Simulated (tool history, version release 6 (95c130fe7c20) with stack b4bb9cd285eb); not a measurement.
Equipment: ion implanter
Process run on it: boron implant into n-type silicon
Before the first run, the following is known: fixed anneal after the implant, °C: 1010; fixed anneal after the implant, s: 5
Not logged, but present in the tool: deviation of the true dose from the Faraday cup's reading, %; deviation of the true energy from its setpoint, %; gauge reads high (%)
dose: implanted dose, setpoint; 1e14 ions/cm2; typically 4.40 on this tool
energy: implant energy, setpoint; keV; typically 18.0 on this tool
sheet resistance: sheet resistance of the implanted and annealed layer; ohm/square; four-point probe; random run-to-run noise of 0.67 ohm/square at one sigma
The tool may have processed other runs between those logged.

run,day,dose,energy,wafers since the last listed run,hours since the last dose calibration,hours since the extraction supply was calibrated,hours since the gauge calibration,"read-back reference wafer on the same gauge, sheet resistance",sheet resistance
1,0.000,5.42,18.0,0,797.7,3168.2,440.8,201.06,196.32
2,1.392,5.42,18.0,452,831.1,3201.6,474.2,201.01,195.91
3,1.946,5.42,18.0,180,844.4,3214.9,487.5,201.06,194.43
4,2.650,4.40,18.0,229,861.3,3231.8,504.4,201.05,232.72
5,3.204,4.40,18.0,180,874.6,3245.1,517.7,201.01,231.66
6,4.438,4.40,18.0,401,904.2,3274.7,547.3,200.97,231.04
7,5.342,4.73,13.0,294,925.9,3296.4,569.0,201.03,222.45
8,6.158,4.40,18.0,265,945.5,3316.0,588.6,200.98,231.92
9,6.779,4.40,18.0,201,960.4,3330.9,603.5,201.16,232.32
# day 9.354: extraction supply calibrated
10,10.650,4.40,22.5,1150,1053.3,31.1,696.4,201.01,227.56
11,11.696,4.40,22.5,340,1078.4,56.2,721.5,201.02,227.46
# day 12.550: gauge calibrated
12,12.675,4.40,22.5,318,1101.9,79.7,3.0,200.96,226.83
13,13.467,3.73,13.5,257,1120.9,98.7,22.0,200.96,271.64
14,14.871,4.40,18.0,456,1154.6,132.4,55.7,200.91,231.81
# day 18.983: Faraday cup replaced and dose calibrated
15,19.350,4.40,18.0,1348,8.8,239.9,163.2,201.04,228.12
16,20.612,5.19,24.0,410,39.1,270.2,193.5,200.97,193.81
17,21.892,4.40,21.0,416,69.8,300.9,224.2,201.02,225.03
18,24.750,4.94,22.5,929,138.4,369.5,292.8,200.99,204.46
19,25.662,3.86,18.0,296,160.3,391.4,314.7,201.07,255.23
20,26.383,3.88,19.5,234,177.6,408.7,332.0,201.02,252.57
21,27.192,5.70,15.0,262,197.0,428.1,351.4,201.09,188.64
22,28.488,5.15,16.0,421,228.1,459.2,382.5,200.92,203.91
23,29.950,3.63,22.0,475,263.2,494.3,417.6,201.05,263.74
24,30.871,4.40,13.5,299,285.3,516.4,439.7,200.93,234.34
25,32.021,4.88,20.0,374,312.9,544.0,467.3,201.09,209.51
26,33.029,4.40,18.0,327,337.1,568.2,491.5,200.96,231.46
27,33.696,4.40,18.0,216,353.1,584.2,507.5,201.01,230.13
28,35.058,4.40,18.0,443,385.8,616.9,540.2,200.98,230.50
29,35.800,4.40,12.0,241,403.6,634.7,558.0,200.92,238.72
30,36.879,4.96,15.5,351,429.5,660.6,583.9,200.98,212.89
31,37.933,3.53,19.5,342,454.8,685.9,609.2,201.02,271.92
# day 38.121: gauge calibrated
32,39.117,4.40,18.0,384,483.2,714.3,23.9,200.84,231.72
33,39.771,4.74,18.0,212,498.9,730.0,39.6,200.97,218.58
34,40.508,5.53,14.0,239,516.6,747.7,57.3,201.07,195.80
35,41.621,3.15,18.0,361,543.3,774.4,84.0,201.04,302.40
36,42.196,4.98,23.0,187,557.1,788.2,97.8,201.04,204.98
37,43.167,4.98,18.0,315,580.4,811.5,121.1,200.96,211.38
38,44.071,3.72,12.5,294,602.1,833.2,142.8,201.06,273.83

What the log doesn't show, run by run:
deviation of the true energy from its setpoint, %: 0, the same for each run
gauge reads high (%): 0, the same for each run
H1: deviation of the true dose from the Faraday cup's reading, %
run,H1
1,-2.74
2,-2.77
3,-2.78
4,-2.8
5,-2.81
6,-2.83
7,-2.85
8,-2.87
9,-2.88
10,-2.93
11,-2.95
12,-2.96
13,-2.97
14,-2.98
15,-0.449
16,-0.685
17,-0.905
18,-1.34
19,-1.46
20,-1.56
21,-1.65
22,-1.8
23,-1.96
24,-2.05
25,-2.15
26,-2.24
27,-2.29
28,-2.4
29,-2.45
30,-2.52
31,-2.59
32,-2.66
33,-2.7
34,-2.74
35,-2.79
36,-2.82
37,-2.87
38,-2.9

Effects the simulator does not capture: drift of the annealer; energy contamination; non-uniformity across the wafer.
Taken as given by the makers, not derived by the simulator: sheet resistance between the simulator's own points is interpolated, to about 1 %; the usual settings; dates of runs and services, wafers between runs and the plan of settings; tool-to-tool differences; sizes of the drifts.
